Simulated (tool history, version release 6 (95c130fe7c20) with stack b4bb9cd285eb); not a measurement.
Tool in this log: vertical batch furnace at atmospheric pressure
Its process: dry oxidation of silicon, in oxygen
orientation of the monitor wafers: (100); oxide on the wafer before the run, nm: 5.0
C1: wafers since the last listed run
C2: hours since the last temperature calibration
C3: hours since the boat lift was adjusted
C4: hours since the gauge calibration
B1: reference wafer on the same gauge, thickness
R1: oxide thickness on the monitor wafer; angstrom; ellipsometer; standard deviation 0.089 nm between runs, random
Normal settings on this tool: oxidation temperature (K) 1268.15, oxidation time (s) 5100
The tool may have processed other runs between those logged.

{"run": 1, "day": 0.0, "oxidation temperature (K)": 1273.15, "oxidation time (s)": 5100, "C1": 0, "C2": 4582.2, "C3": 1764.1, "C4": 148.3, "B1": 70.74, "R1": 601.1}
{"run": 2, "day": 0.379, "oxidation temperature (K)": 1268.15, "oxidation time (s)": 5100, "C1": 121, "C2": 4591.3, "C3": 1773.2, "C4": 157.4, "B1": 70.73, "R1": 573.8}
{"run": 3, "day": 0.867, "oxidation temperature (K)": 1268.15, "oxidation time (s)": 5100, "C1": 156, "C2": 4603.0, "C3": 1784.9, "C4": 169.1, "B1": 70.68, "R1": 572.7}
{"run": 4, "day": 1.496, "oxidation temperature (K)": 1268.15, "oxidation time (s)": 5100, "C1": 202, "C2": 4618.1, "C3": 1800.0, "C4": 184.2, "B1": 70.7, "R1": 572.5}
{"run": 5, "day": 2.079, "oxidation temperature (K)": 1253.15, "oxidation time (s)": 3900, "C1": 187, "C2": 4632.1, "C3": 1814.0, "C4": 198.2, "B1": 70.72, "R1": 423.3}
{"run": 6, "day": 2.771, "oxidation temperature (K)": 1253.15, "oxidation time (s)": 3900, "C1": 222, "C2": 4648.7, "C3": 1830.6, "C4": 214.8, "B1": 70.72, "R1": 424.1}
{"run": 7, "day": 3.171, "oxidation temperature (K)": 1253.15, "oxidation time (s)": 3900, "C1": 128, "C2": 4658.3, "C3": 1840.2, "C4": 224.4, "B1": 70.66, "R1": 423.1}
{"run": 8, "day": 3.721, "oxidation temperature (K)": 1268.15, "oxidation time (s)": 5100, "C1": 176, "C2": 4671.5, "C3": 1853.4, "C4": 237.6, "B1": 70.72, "R1": 572.6}
{"run": 9, "day": 4.1, "oxidation temperature (K)": 1268.15, "oxidation time (s)": 3420, "C1": 121, "C2": 4680.6, "C3": 1862.5, "C4": 246.7, "B1": 70.71, "R1": 442.1}
{"run": 10, "day": 4.946, "oxidation temperature (K)": 1268.15, "oxidation time (s)": 4500, "C1": 271, "C2": 4700.9, "C3": 1882.8, "C4": 267.0, "B1": 70.77, "R1": 527.5}
{"run": 11, "day": 5.529, "oxidation temperature (K)": 1268.15, "oxidation time (s)": 4500, "C1": 187, "C2": 4714.9, "C3": 1896.8, "C4": 281.0, "B1": 70.73, "R1": 526.1}
{"run": 12, "day": 6.083, "oxidation temperature (K)": 1293.15, "oxidation time (s)": 6810, "C1": 178, "C2": 4728.2, "C3": 1910.1, "C4": 294.3, "B1": 70.72, "R1": 877.4}
{"day": 7.229, "done": "thermocouples replaced and temperature profile calibrated"}
{"run": 13, "day": 7.25, "oxidation temperature (K)": 1268.15, "oxidation time (s)": 5100, "C1": 53, "C2": 0.5, "C3": 1938.1, "C4": 322.3, "B1": 70.69, "R1": 572.6}
{"run": 14, "day": 7.504, "oxidation temperature (K)": 1255.15, "oxidation time (s)": 3960, "C1": 81, "C2": 6.6, "C3": 1944.2, "C4": 328.4, "B1": 70.71, "R1": 432.0}
{"run": 15, "day": 7.925, "oxidation temperature (K)": 1268.15, "oxidation time (s)": 6540, "C1": 135, "C2": 16.7, "C3": 1954.3, "C4": 338.5, "B1": 70.67, "R1": 676.2}
{"day": 8.054, "done": "gauge calibrated"}
{"run": 16, "day": 8.792, "oxidation temperature (K)": 1268.15, "oxidation time (s)": 7500, "C1": 278, "C2": 37.5, "C3": 1975.1, "C4": 17.7, "B1": 70.66, "R1": 742.8}
{"run": 17, "day": 9.425, "oxidation temperature (K)": 1250.15, "oxidation time (s)": 7140, "C1": 203, "C2": 52.7, "C3": 1990.3, "C4": 32.9, "B1": 70.74, "R1": 619.9}
{"day": 10.917, "done": "boat lift adjusted"}
{"run": 18, "day": 10.938, "oxidation temperature (K)": 1253.15, "oxidation time (s)": 3900, "C1": 164, "C2": 89.0, "C3": 0.5, "C4": 69.2, "B1": 70.76, "R1": 435.0}
{"run": 19, "day": 11.388, "oxidation temperature (K)": 1268.15, "oxidation time (s)": 4470, "C1": 144, "C2": 99.8, "C3": 11.3, "C4": 80.0, "B1": 70.73, "R1": 543.2}
{"run": 20, "day": 12.442, "oxidation temperature (K)": 1248.15, "oxidation time (s)": 5730, "C1": 338, "C2": 125.1, "C3": 36.6, "C4": 105.3, "B1": 70.69, "R1": 539.2}
{"run": 21, "day": 13.388, "oxidation temperature (K)": 1293.15, "oxidation time (s)": 6810, "C1": 303, "C2": 147.8, "C3": 59.3, "C4": 128.0, "B1": 70.68, "R1": 911.3}
{"run": 22, "day": 14.233, "oxidation temperature (K)": 1253.15, "oxidation time (s)": 7470, "C1": 271, "C2": 168.1, "C3": 79.6, "C4": 148.3, "B1": 70.72, "R1": 672.2}
{"run": 23, "day": 14.85, "oxidation temperature (K)": 1276.15, "oxidation time (s)": 5100, "C1": 198, "C2": 182.9, "C3": 94.4, "C4": 163.1, "B1": 70.64, "R1": 640.2}

Give the tool's hidden conditions for every run:
true tube temperature minus thermocouple reading, K: 0 at every run
gauge reads high (%): 0 at every run
H1: monitor wafer colder than the profiled boat position, K
run=1 H1=3.65
run=2 H1=3.67
run=3 H1=3.69
run=4 H1=3.71
run=5 H1=3.74
run=6 H1=3.76
run=7 H1=3.78
run=8 H1=3.8
run=9 H1=3.82
run=10 H1=3.85
run=11 H1=3.88
run=12 H1=3.9
run=13 H1=3.95
run=14 H1=3.96
run=15 H1=3.98
run=16 H1=4.01
run=17 H1=4.04
run=18 H1=0.0663
run=19 H1=0.0848
run=20 H1=0.128
run=21 H1=0.167
run=22 H1=0.202
run=23 H1=0.228
